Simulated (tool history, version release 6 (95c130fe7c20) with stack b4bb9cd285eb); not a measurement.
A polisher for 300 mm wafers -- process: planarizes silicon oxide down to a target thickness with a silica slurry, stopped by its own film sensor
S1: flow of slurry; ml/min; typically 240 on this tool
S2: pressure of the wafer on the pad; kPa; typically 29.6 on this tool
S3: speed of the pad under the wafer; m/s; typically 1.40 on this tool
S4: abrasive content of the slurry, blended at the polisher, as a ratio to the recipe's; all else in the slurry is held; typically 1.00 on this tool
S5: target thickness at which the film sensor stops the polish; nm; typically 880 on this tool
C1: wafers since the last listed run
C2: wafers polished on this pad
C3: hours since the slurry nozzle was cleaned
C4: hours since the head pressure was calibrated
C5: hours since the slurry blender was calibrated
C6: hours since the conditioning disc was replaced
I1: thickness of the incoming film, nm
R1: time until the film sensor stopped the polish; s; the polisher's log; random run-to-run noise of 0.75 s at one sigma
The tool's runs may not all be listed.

Run 1, day 0.000: usual settings but S5 920 nm; C1 0; C2 250; C3 293.2; C4 84.1; C5 16.7; C6 141.6; I1 1122.6. Result: R1 45.2 s.
Run 2, day 0.596: usual settings but S5 920 nm; C1 88; C2 339; C3 307.5; C4 98.4; C5 31.0; C6 155.9; I1 1135.5. Result: R1 47.4 s.
At day 1.283: conditioning disc replaced and pad reconditioned.
At day 1.712: worn pad replaced by a new one.
Run 3, day 1.733: usual settings; C1 132; C2 3; C3 334.8; C4 125.7; C5 58.3; C6 10.8; I1 1104.9. Result: R1 52.0 s.
Run 4, day 2.692: usual settings; C1 142; C2 145; C3 357.8; C4 148.7; C5 81.3; C6 33.8; I1 1116.5. Result: R1 53.3 s.
Run 5, day 3.642: usual settings; C1 141; C2 287; C3 380.6; C4 171.5; C5 104.1; C6 56.6; I1 1136.2. Result: R1 57.3 s.
Run 6, day 5.075: usual settings; C1 213; C2 500; C3 415.0; C4 205.9; C5 138.5; C6 91.0; I1 1139.1. Result: R1 60.2 s.
Run 7, day 5.762: usual settings; C1 102; C2 602; C3 431.5; C4 222.4; C5 155.0; C6 107.5; I1 1135.7. Result: R1 59.0 s.
At day 6.075: slurry blender recalibrated.
At day 6.308: worn pad replaced by a new one.
Run 8, day 6.817: usual settings; C1 119; C2 75; C3 456.8; C4 247.7; C5 17.8; C6 132.8; I1 1121.8. Result: R1 56.1 s.
At day 7.596: conditioning disc replaced and pad reconditioned.
Run 9, day 8.183: usual settings but S1 175 ml/min, S2 19.3 kPa, S4 1.30; C1 191; C2 266; C3 489.6; C4 280.5; C5 50.6; C6 14.1; I1 1125.4. Result: R1 79.8 s.
Run 10, day 9.679: usual settings but S4 1.25, S5 814 nm; C1 222; C2 489; C3 525.5; C4 316.4; C5 86.5; C6 50.0; I1 1138.0. Result: R1 67.3 s.
At day 10.062: worn pad replaced by a new one.
Run 11, day 10.262: usual settings; C1 62; C2 29; C3 539.5; C4 330.4; C5 100.5; C6 64.0; I1 1119.0. Result: R1 56.7 s.
At day 10.775: head pressure recalibrated.
Run 12, day 10.804: usual settings but S1 320 ml/min, S2 34.5 kPa, S3 1.68 m/s, S5 908 nm; C1 68; C2 98; C3 552.5; C4 0.7; C5 113.5; C6 77.0; I1 1109.6. Result: R1 34.9 s.
Run 13, day 11.475: usual settings but S1 160 ml/min, S3 1.18 m/s, S4 0.85, S5 828 nm; C1 99; C2 197; C3 568.6; C4 16.8; C5 129.6; C6 93.1; I1 1104.9. Result: R1 90.4 s.
At day 12.038: slurry nozzle cleaned.
At day 12.654: slurry blender recalibrated.
Run 14, day 12.683: usual settings but S1 170 ml/min, S2 37.2 kPa, S3 1.14 m/s; C1 161; C2 359; C3 15.5; C4 45.8; C5 0.7; C6 122.1; I1 1107.7. Result: R1 50.5 s.
At day 13.946: worn pad replaced by a new one.
Run 15, day 13.967: usual settings but S1 265 ml/min, S4 0.80; C1 166; C2 3; C3 46.3; C4 76.6; C5 31.5; C6 152.9; I1 1128.4. Result: R1 63.0 s.
At day 14.929: conditioning disc replaced and pad reconditioned.
Run 16, day 15.283: usual settings but S4 1.20; C1 183; C2 186; C3 77.9; C4 108.2; C5 63.1; C6 8.5; I1 1126.6. Result: R1 50.3 s.
Run 17, day 16.312: usual settings; C1 153; C2 340; C3 102.6; C4 132.9; C5 87.8; C6 33.2; I1 1128.5. Result: R1 55.6 s.

Consider 3 possible next runs. They are alternatives, not a sequence: every one starts from the tool as it was left by run 17. What does each give?
Run A, day 16.329: usual settings; C1 2; C2 342; C3 103.0; C4 133.3; C5 88.2; C6 33.6; I1 1120.3. Result: R1 ?.
Run B, day 16.329: usual settings but S4 1.10; C1 2; C2 342; C3 103.0; C4 133.3; C5 88.2; C6 33.6; I1 1120.3. Result: R1 ?.
Run C, day 16.329: usual settings but S5 912 nm; C1 2; C2 342; C3 103.0; C4 133.3; C5 88.2; C6 33.6; I1 1120.3. Result: R1 ?.

run    R1
  A  53.7
  B  51.0
  C  46.6
Without the tool's unlogged condition, the same runs would have read:
run    R1
  A  53.3
  B  50.6
  C  46.2
